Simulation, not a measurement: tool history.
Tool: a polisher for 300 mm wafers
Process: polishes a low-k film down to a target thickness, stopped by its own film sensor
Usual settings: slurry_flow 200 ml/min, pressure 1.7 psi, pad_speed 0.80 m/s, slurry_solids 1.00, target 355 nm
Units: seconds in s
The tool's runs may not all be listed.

| run | hour | slurry_flow | pressure | pad_speed | slurry_solids | target | wafers since the last listed run | wafers polished on this pad | hours since the slurry nozzle was cleaned | hours since the head pressure was calibrated | hours since the slurry blender was calibrated | hours since the conditioning disc was replaced | incoming thickness of the incoming film, nm | seconds |
|---|---|---|---|---|---|---|---|---|---|---|---|---|---|---|
| 1 | 0.0 | 200 | 1.7 | 0.80 | 1.00 | 357 | 0 | 233 | 5.2 | 1311.3 | 349.2 | 46.3 | 382.5 | 101.5 |
| 2 | 9.3 | 200 | 1.7 | 0.80 | 1.00 | 357 | 81 | 314 | 14.5 | 1320.6 | 358.5 | 55.6 | 381.6 | 99.4 |
| 3 | 18.1 | 200 | 1.7 | 0.80 | 0.90 | 355 | 77 | 391 | 23.3 | 1329.4 | 367.3 | 64.4 | 386.6 | 135.0 |
| 4 | 25.0 | 200 | 1.7 | 0.80 | 1.00 | 348 | 60 | 452 | 30.2 | 1336.3 | 374.2 | 71.3 | 384.7 | 151.2 |
| 5 | 51.8 | 200 | 1.7 | 0.80 | 1.15 | 355 | 234 | 686 | 57.0 | 1363.1 | 401.0 | 98.1 | 379.7 | 95.3 |
|  | 56.7 | conditioning disc replaced and pad reconditioned |
| 6 | 59.8 | 200 | 1.7 | 0.80 | 1.15 | 355 | 52 | 739 | 65.0 | 1371.1 | 409.0 | 3.1 | 376.7 | 83.9 |
| 7 | 74.9 | 200 | 1.7 | 0.80 | 1.15 | 355 | 132 | 871 | 80.1 | 1386.2 | 424.1 | 18.2 | 379.7 | 92.8 |
|  | 81.4 | head pressure recalibrated |
| 8 | 82.2 | 200 | 1.7 | 0.72 | 1.00 | 355 | 46 | 917 | 87.4 | 0.8 | 431.4 | 25.5 | 380.3 | 113.0 |
| 9 | 97.1 | 200 | 1.7 | 0.80 | 1.00 | 355 | 130 | 1048 | 102.3 | 15.7 | 446.3 | 40.4 | 374.9 | 81.6 |
| 10 | 110.8 | 200 | 1.7 | 0.64 | 1.00 | 355 | 119 | 1168 | 116.0 | 29.4 | 460.0 | 54.1 | 376.7 | 109.4 |
| 11 | 119.3 | 200 | 2.2 | 0.70 | 0.80 | 348 | 74 | 1242 | 124.5 | 37.9 | 468.5 | 62.6 | 382.6 | 139.2 |
| 12 | 133.7 | 200 | 1.7 | 0.80 | 0.70 | 361 | 126 | 1368 | 138.9 | 52.3 | 482.9 | 77.0 | 380.9 | 96.9 |
| 13 | 148.6 | 200 | 1.7 | 0.80 | 1.00 | 355 | 130 | 1499 | 153.8 | 67.2 | 497.8 | 91.9 | 374.7 | 83.4 |
|  | 154.3 | worn pad replaced by a new one |
|  | 165.1 | conditioning disc replaced and pad reconditioned |
| 14 | 165.6 | 200 | 1.7 | 1.06 | 1.15 | 351 | 96 | 81 | 170.8 | 84.2 | 514.8 | 0.5 | 383.7 | 105.3 |
|  | 175.8 | slurry blender recalibrated |
| 15 | 189.3 | 235 | 1.7 | 0.80 | 1.00 | 362 | 189 | 271 | 194.5 | 107.9 | 13.5 | 24.2 | 375.3 | 55.9 |
| 16 | 199.7 | 150 | 1.7 | 0.66 | 1.00 | 355 | 91 | 362 | 204.9 | 118.3 | 23.9 | 34.6 | 383.1 | 153.6 |
|  | 210.9 | slurry nozzle cleaned |
| 17 | 245.3 | 200 | 1.7 | 0.80 | 1.00 | 350 | 390 | 753 | 34.4 | 163.9 | 69.5 | 80.2 | 379.1 | 116.2 |
| 18 | 259.0 | 200 | 1.1 | 0.80 | 1.10 | 355 | 119 | 873 | 48.1 | 177.6 | 83.2 | 93.9 | 376.6 | 131.2 |
|  | 265.4 | conditioning disc replaced and pad reconditioned |
| 19 | 274.7 | 145 | 1.2 | 0.52 | 1.10 | 355 | 119 | 993 | 63.8 | 193.3 | 98.9 | 9.3 | 374.0 | 153.0 |
| 20 | 282.3 | 200 | 1.7 | 0.54 | 1.00 | 355 | 66 | 1059 | 71.4 | 200.9 | 106.5 | 16.9 | 384.3 | 167.1 |
| 21 | 298.3 | 200 | 1.7 | 0.80 | 1.00 | 355 | 140 | 1199 | 87.4 | 216.9 | 122.5 | 32.9 | 380.6 | 106.2 |
|  | 304.8 | worn pad replaced by a new one |
| 22 | 307.4 | 165 | 2.2 | 1.06 | 1.00 | 355 | 44 | 22 | 96.5 | 226.0 | 131.6 | 42.0 | 384.5 | 79.3 |
| 23 | 324.7 | 200 | 1.7 | 0.80 | 1.00 | 355 | 151 | 174 | 113.8 | 243.3 | 148.9 | 59.3 | 380.1 | 104.4 |
| 24 | 338.8 | 200 | 1.7 | 0.80 | 1.00 | 355 | 123 | 297 | 127.9 | 257.4 | 163.0 | 73.4 | 380.9 | 107.9 |
|  | 355.0 | conditioning disc replaced and pad reconditioned |
| 25 | 356.1 | 165 | 1.7 | 0.80 | 1.15 | 347 | 133 | 431 | 145.2 | 274.7 | 180.3 | 1.1 | 376.0 | 120.7 |
| 26 | 365.8 | 265 | 2.0 | 0.80 | 1.00 | 355 | 84 | 516 | 154.9 | 284.4 | 190.0 | 10.8 | 381.5 | 91.7 |

How the hidden state differs across the entries between the runs, from the last listed run before each to the first after it:
Between runs 5 and 6: conditioning disc replaced and pad reconditioned (hour 56.7)
  slurry flow missing at the pad, %: 12.1 -> 13.6
  measured less the result without the state, seconds: +1.5 -> +1.5 s
Between runs 7 and 8: head pressure recalibrated (hour 81.4)
  slurry flow missing at the pad, %: 16.3 -> 17.7
  measured less the result without the state, seconds: +2.1 -> +2.8 s
Between runs 13 and 14: worn pad replaced by a new one (hour 154.3); conditioning disc replaced and pad reconditioned (hour 165.1)
  slurry flow missing at the pad, %: 29.8 -> 32.9
  measured less the result without the state, seconds: +3.9 -> +5.7 s
Between runs 14 and 15: slurry blender recalibrated (hour 175.8)
  slurry flow missing at the pad, %: 32.9 -> 37.3
  measured less the result without the state, seconds: +5.7 -> +3.1 s
Between runs 16 and 17: slurry nozzle cleaned (hour 210.9)
  slurry flow missing at the pad, %: 39.2 -> 10.3
  measured less the result without the state, seconds: +13.4 -> +1.6 s
Between runs 18 and 19: conditioning disc replaced and pad reconditioned (hour 265.4)
  slurry flow missing at the pad, %: 12.8 -> 15.7
  measured less the result without the state, seconds: +2.3 -> +4.4 s
Between runs 21 and 22: worn pad replaced by a new one (hour 304.8)
  slurry flow missing at the pad, %: 20 -> 21.7
  measured less the result without the state, seconds: +3.1 -> +3.0 s
Between runs 24 and 25: conditioning disc replaced and pad reconditioned (hour 355.0)
  slurry flow missing at the pad, %: 27.4 -> 30.6
  measured less the result without the state, seconds: +4.6 -> +7.0 s
